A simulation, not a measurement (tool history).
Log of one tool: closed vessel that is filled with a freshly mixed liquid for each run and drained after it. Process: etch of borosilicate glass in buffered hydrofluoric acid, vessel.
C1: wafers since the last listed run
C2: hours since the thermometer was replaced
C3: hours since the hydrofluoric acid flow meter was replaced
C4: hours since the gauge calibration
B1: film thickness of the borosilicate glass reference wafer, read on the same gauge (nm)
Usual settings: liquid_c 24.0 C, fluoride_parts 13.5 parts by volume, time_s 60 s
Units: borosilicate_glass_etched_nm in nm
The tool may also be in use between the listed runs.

{"run": 1, "hour": 0.0, "liquid_c": 24.0, "fluoride_parts": 11.5, "time_s": 60, "C1": 0, "C2": 2064.1, "C3": 777.7, "C4": 529.0, "B1": 142.27, "borosilicate_glass_etched_nm": 69.51}
{"run": 2, "hour": 87.9, "liquid_c": 24.0, "fluoride_parts": 11.5, "time_s": 60, "C1": 12960, "C2": 2152.0, "C3": 865.6, "C4": 616.9, "B1": 142.69, "borosilicate_glass_etched_nm": 68.83}
{"run": 3, "hour": 134.4, "liquid_c": 24.0, "fluoride_parts": 11.5, "time_s": 60, "C1": 6856, "C2": 2198.5, "C3": 912.1, "C4": 663.4, "B1": 142.97, "borosilicate_glass_etched_nm": 69.97}
{"run": 4, "hour": 174.9, "liquid_c": 24.0, "fluoride_parts": 17.5, "time_s": 60, "C1": 5971, "C2": 2239.0, "C3": 952.6, "C4": 703.9, "B1": 143.24, "borosilicate_glass_etched_nm": 45.81}
{"run": 5, "hour": 228.0, "liquid_c": 26.5, "fluoride_parts": 13.5, "time_s": 60, "C1": 7829, "C2": 2292.1, "C3": 1005.7, "C4": 757.0, "B1": 143.66, "borosilicate_glass_etched_nm": 67.59}
{"run": 6, "hour": 284.1, "liquid_c": 24.0, "fluoride_parts": 13.5, "time_s": 85, "C1": 8271, "C2": 2348.2, "C3": 1061.8, "C4": 813.1, "B1": 144.02, "borosilicate_glass_etched_nm": 84.6}
{"run": 7, "hour": 356.2, "liquid_c": 24.0, "fluoride_parts": 13.5, "time_s": 85, "C1": 10631, "C2": 2420.3, "C3": 1133.9, "C4": 885.2, "B1": 144.54, "borosilicate_glass_etched_nm": 82.89}
{"run": 8, "hour": 419.3, "liquid_c": 24.0, "fluoride_parts": 13.5, "time_s": 60, "C1": 9303, "C2": 2483.4, "C3": 1197.0, "C4": 948.3, "B1": 145.09, "borosilicate_glass_etched_nm": 60.43}
{"run": 9, "hour": 462.9, "liquid_c": 24.0, "fluoride_parts": 13.5, "time_s": 60, "C1": 6428, "C2": 2527.0, "C3": 1240.6, "C4": 991.9, "B1": 145.52, "borosilicate_glass_etched_nm": 58.88}
{"run": 10, "hour": 528.3, "liquid_c": 24.0, "fluoride_parts": 13.5, "time_s": 60, "C1": 9643, "C2": 2592.4, "C3": 1306.0, "C4": 1057.3, "B1": 146.15, "borosilicate_glass_etched_nm": 60.0}
{"run": 11, "hour": 616.7, "liquid_c": 24.0, "fluoride_parts": 12.0, "time_s": 60, "C1": 13034, "C2": 2680.8, "C3": 1394.4, "C4": 1145.7, "B1": 147.01, "borosilicate_glass_etched_nm": 68.2}
{"run": 12, "hour": 718.1, "liquid_c": 24.0, "fluoride_parts": 12.0, "time_s": 60, "C1": 14951, "C2": 2782.2, "C3": 1495.8, "C4": 1247.1, "B1": 148.12, "borosilicate_glass_etched_nm": 69.52}
{"hour": 813.1, "done": "gauge calibrated"}
{"run": 13, "hour": 822.8, "liquid_c": 24.0, "fluoride_parts": 12.0, "time_s": 60, "C1": 15437, "C2": 2886.9, "C3": 1600.5, "C4": 9.7, "B1": 140.62, "borosilicate_glass_etched_nm": 66.68}
{"hour": 827.6, "done": "thermometer replaced"}
{"run": 14, "hour": 921.8, "liquid_c": 24.0, "fluoride_parts": 13.5, "time_s": 60, "C1": 14449, "C2": 94.2, "C3": 1699.5, "C4": 108.7, "B1": 140.67, "borosilicate_glass_etched_nm": 58.2}
{"run": 15, "hour": 990.5, "liquid_c": 24.0, "fluoride_parts": 13.5, "time_s": 60, "C1": 10129, "C2": 162.9, "C3": 1768.2, "C4": 177.4, "B1": 140.72, "borosilicate_glass_etched_nm": 57.45}
{"hour": 1018.9, "done": "hydrofluoric acid flow meter replaced"}
{"run": 16, "hour": 1054.1, "liquid_c": 24.0, "fluoride_parts": 13.5, "time_s": 60, "C1": 9230, "C2": 226.5, "C3": 35.2, "C4": 241.0, "B1": 140.89, "borosilicate_glass_etched_nm": 59.71}
{"run": 17, "hour": 1100.2, "liquid_c": 29.0, "fluoride_parts": 18.0, "time_s": 95, "C1": 6797, "C2": 272.6, "C3": 81.3, "C4": 287.1, "B1": 141.02, "borosilicate_glass_etched_nm": 91.31}
{"run": 18, "hour": 1185.8, "liquid_c": 20.0, "fluoride_parts": 9.0, "time_s": 75, "C1": 12621, "C2": 358.2, "C3": 166.9, "C4": 372.7, "B1": 141.28, "borosilicate_glass_etched_nm": 84.71}
{"run": 19, "hour": 1255.3, "liquid_c": 21.5, "fluoride_parts": 13.5, "time_s": 50, "C1": 10247, "C2": 427.7, "C3": 236.4, "C4": 442.2, "B1": 141.51, "borosilicate_glass_etched_nm": 42.4}
{"run": 20, "hour": 1338.5, "liquid_c": 24.0, "fluoride_parts": 16.0, "time_s": 60, "C1": 12267, "C2": 510.9, "C3": 319.6, "C4": 525.4, "B1": 141.87, "borosilicate_glass_etched_nm": 49.23}
{"run": 21, "hour": 1381.4, "liquid_c": 22.5, "fluoride_parts": 13.5, "time_s": 60, "C1": 6325, "C2": 553.8, "C3": 362.5, "C4": 568.3, "B1": 142.14, "borosilicate_glass_etched_nm": 53.9}
{"run": 22, "hour": 1437.1, "liquid_c": 20.5, "fluoride_parts": 10.0, "time_s": 70, "C1": 8212, "C2": 609.5, "C3": 418.2, "C4": 624.0, "B1": 142.43, "borosilicate_glass_etched_nm": 76.86}
{"run": 23, "hour": 1520.5, "liquid_c": 22.5, "fluoride_parts": 16.0, "time_s": 40, "C1": 12297, "C2": 692.9, "C3": 501.6, "C4": 707.4, "B1": 142.93, "borosilicate_glass_etched_nm": 31.17}
{"run": 24, "hour": 1591.6, "liquid_c": 24.0, "fluoride_parts": 13.5, "time_s": 35, "C1": 10483, "C2": 764.0, "C3": 572.7, "C4": 778.5, "B1": 143.43, "borosilicate_glass_etched_nm": 34.7}
{"run": 25, "hour": 1659.6, "liquid_c": 24.0, "fluoride_parts": 13.5, "time_s": 80, "C1": 10026, "C2": 832.0, "C3": 640.7, "C4": 846.5, "B1": 143.96, "borosilicate_glass_etched_nm": 79.39}
{"run": 26, "hour": 1709.0, "liquid_c": 24.0, "fluoride_parts": 13.5, "time_s": 60, "C1": 7283, "C2": 881.4, "C3": 690.1, "C4": 895.9, "B1": 144.31, "borosilicate_glass_etched_nm": 59.41}
{"run": 27, "hour": 1755.2, "liquid_c": 24.0, "fluoride_parts": 18.0, "time_s": 40, "C1": 6812, "C2": 927.6, "C3": 736.3, "C4": 942.1, "B1": 144.71, "borosilicate_glass_etched_nm": 30.52}
{"run": 28, "hour": 1832.6, "liquid_c": 22.5, "fluoride_parts": 11.5, "time_s": 80, "C1": 11412, "C2": 1005.0, "C3": 813.7, "C4": 1019.5, "B1": 145.44, "borosilicate_glass_etched_nm": 85.88}

Hidden state or all else? Some run-to-run changes of borosilicate_glass_etched_nm, split into what the settings, what came in and random variation would give without the hidden state, and what is left for the hidden state (with any gauge scatter that isn't in both results):
The hidden state here: liquid hotter than its thermometer reads (K); hydrofluoric acid flow above the setpoint (%); gauge reads high (%).
Run 12 -> 13: gauge calibrated. borosilicate_glass_etched_nm -2.84 nm: hidden state -3.54, all else +0.70.
Run 22 -> 23: liquid_c 20.5 -> 22.5, fluoride_parts 10.0 -> 16.0, time_s 70 -> 40. borosilicate_glass_etched_nm -45.69 nm: hidden state -0.66, all else -45.03.
Run 27 -> 28: liquid_c 24.0 -> 22.5, fluoride_parts 18.0 -> 11.5, time_s 40 -> 80. borosilicate_glass_etched_nm +55.36 nm: hidden state +2.21, all else +53.15.
